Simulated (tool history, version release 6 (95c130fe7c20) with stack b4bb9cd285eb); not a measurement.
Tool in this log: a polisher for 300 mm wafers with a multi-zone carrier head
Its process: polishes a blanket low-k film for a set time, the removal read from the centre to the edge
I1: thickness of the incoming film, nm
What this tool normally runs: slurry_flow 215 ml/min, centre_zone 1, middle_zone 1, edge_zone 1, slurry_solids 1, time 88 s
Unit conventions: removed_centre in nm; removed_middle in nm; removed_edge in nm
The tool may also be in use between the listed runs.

Run 1, hour 0: usual settings but centre_zone 1.08, edge_zone 1.08, slurry_solids 1.15, time 114 s; I1 491.9. Result: removed_centre 48.3 nm, removed_middle 45.2 nm, removed_edge 46.6 nm.
Run 2, hour 17.1: usual settings; I1 489.5. Result: removed_centre 32.9 nm, removed_middle 32.1 nm, removed_edge 32.9 nm.
Run 3, hour 29.9: usual settings; I1 494.7. Result: removed_centre 32 nm, removed_middle 32.7 nm, removed_edge 32.8 nm.
At hour 47.6: worn pad replaced by a new one.
Run 4, hour 48.1: usual settings; I1 484.9. Result: removed_centre 35.4 nm, removed_middle 36.5 nm, removed_edge 37.1 nm.
At hour 59.2: slurry nozzle cleaned.
At hour 73.2: carrier head's membrane replaced by a new one.
Run 5, hour 77.6: usual settings; I1 489. Result: removed_centre 33.9 nm, removed_middle 35 nm, removed_edge 34.7 nm.
At hour 108.5: edge zone pressure recalibrated.
At hour 148.4: centre zone pressure recalibrated.
Run 6, hour 182.1: usual settings but slurry_flow 260 ml/min; I1 487.5. Result: removed_centre 33.3 nm, removed_middle 33.6 nm, removed_edge 33.6 nm.
Run 7, hour 202.7: usual settings but edge_zone 0.89, slurry_solids 0.8; I1 485.9. Result: removed_centre 28.7 nm, removed_middle 28.5 nm, removed_edge 27.8 nm.
Run 8, hour 217.1: usual settings but centre_zone 0.92, edge_zone 0.97; I1 479.1. Result: removed_centre 29.1 nm, removed_middle 33.1 nm, removed_edge 32.4 nm.
Run 9, hour 230.4: usual settings but centre_zone 1.08, edge_zone 1.08, slurry_solids 1.15, time 114 s; I1 492.1. Result: removed_centre 48.3 nm, removed_middle 46 nm, removed_edge 46.7 nm.
Run 10, hour 266.3: usual settings but slurry_flow 265 ml/min, edge_zone 0.94, slurry_solids 0.9; I1 489.4. Result: removed_centre 30.8 nm, removed_middle 31.1 nm, removed_edge 31.2 nm.
Run 11, hour 297.9: usual settings but slurry_flow 175 ml/min; I1 494.1. Result: removed_centre 30.7 nm, removed_middle 31.6 nm, removed_edge 32 nm.
At hour 317.1: worn pad replaced by a new one.
Run 12, hour 317.6: usual settings; I1 488.1. Result: removed_centre 35.7 nm, removed_middle 36 nm, removed_edge 36.2 nm.
Run 13, hour 346.9: usual settings; I1 491.1. Result: removed_centre 34.8 nm, removed_middle 35.2 nm, removed_edge 35.6 nm.
Run 14, hour 369.3: usual settings but centre_zone 1.09, edge_zone 1.08, slurry_solids 0.8, time 70 s; I1 496.3. Result: removed_centre 26.5 nm, removed_middle 24 nm, removed_edge 25.3 nm.
Run 15, hour 395.9: usual settings; I1 495.9. Result: removed_centre 34.2 nm, removed_middle 33.7 nm, removed_edge 34 nm.
Run 16, hour 424.1: usual settings but centre_zone 0.94, middle_zone 1.08; I1 488.8. Result: removed_centre 31.2 nm, removed_middle 35.8 nm, removed_edge 33.8 nm.
Run 17, hour 455.3: usual settings but slurry_flow 170 ml/min, time 58 s; I1 490.7. Result: removed_centre 20.5 nm, removed_middle 21.3 nm, removed_edge 21.4 nm.
At hour 507.6: centre zone pressure recalibrated.
Run 18, hour 537.4: usual settings but slurry_flow 280 ml/min, centre_zone 1.12, edge_zone 0.95, slurry_solids 1.1; I1 481.5. Result: removed_centre 39.2 nm, removed_middle 34.8 nm, removed_edge 35.5 nm.
Run 19, hour 569.7: usual settings but time 71 s; I1 484.3. Result: removed_centre 25.5 nm, removed_middle 26.6 nm, removed_edge 26.9 nm.
Run 20, hour 589.8: usual settings but slurry_flow 145 ml/min, centre_zone 0.94; I1 492.2. Result: removed_centre 27.8 nm, removed_middle 29.8 nm, removed_edge 30.4 nm.
At hour 606.4: worn pad replaced by a new one.
Run 21, hour 624.7: usual settings but slurry_flow 260 ml/min, middle_zone 0.92, slurry_solids 1.15, time 119 s; I1 484.7. Result: removed_centre 51.4 nm, removed_middle 48.7 nm, removed_edge 52.8 nm.
Run 22, hour 657.9: usual settings; I1 488.5. Result: removed_centre 34.3 nm, removed_middle 34.7 nm, removed_edge 34.5 nm.

4 ways to go on from here, each from the tool as it stands after run 22. What would each give?
Run A, hour 658.4: usual settings; I1 489.3. Result: removed_centre ?, removed_middle ?, removed_edge ?.
Run B, hour 658.4: usual settings but middle_zone 0.92, edge_zone 0.92; I1 489.3. Result: removed_centre ?, removed_middle ?, removed_edge ?.
Run C, hour 658.4: usual settings but slurry_flow 265 ml/min, middle_zone 1.12, time 105 s; I1 489.3. Result: removed_centre ?, removed_middle ?, removed_edge ?.
Run D, hour 658.4: usual settings but edge_zone 0.89, slurry_solids 1.15, time 64 s; I1 489.3. Result: removed_centre ?, removed_middle ?, removed_edge ?.

run  removed_centre  removed_middle  removed_edge
  A            33.9              35          34.7
  B            33.9            32.6          33.7
  C            41.8            47.2          42.2
  D            26.5            27.3            26
Had the tool no hidden state, the same runs would have come out as:
run  removed_centre  removed_middle  removed_edge
  A            35.8            36.9          36.6
  B            35.8            34.4          35.6
  C            44.1            49.8          44.5
  D            27.9            28.8          27.4
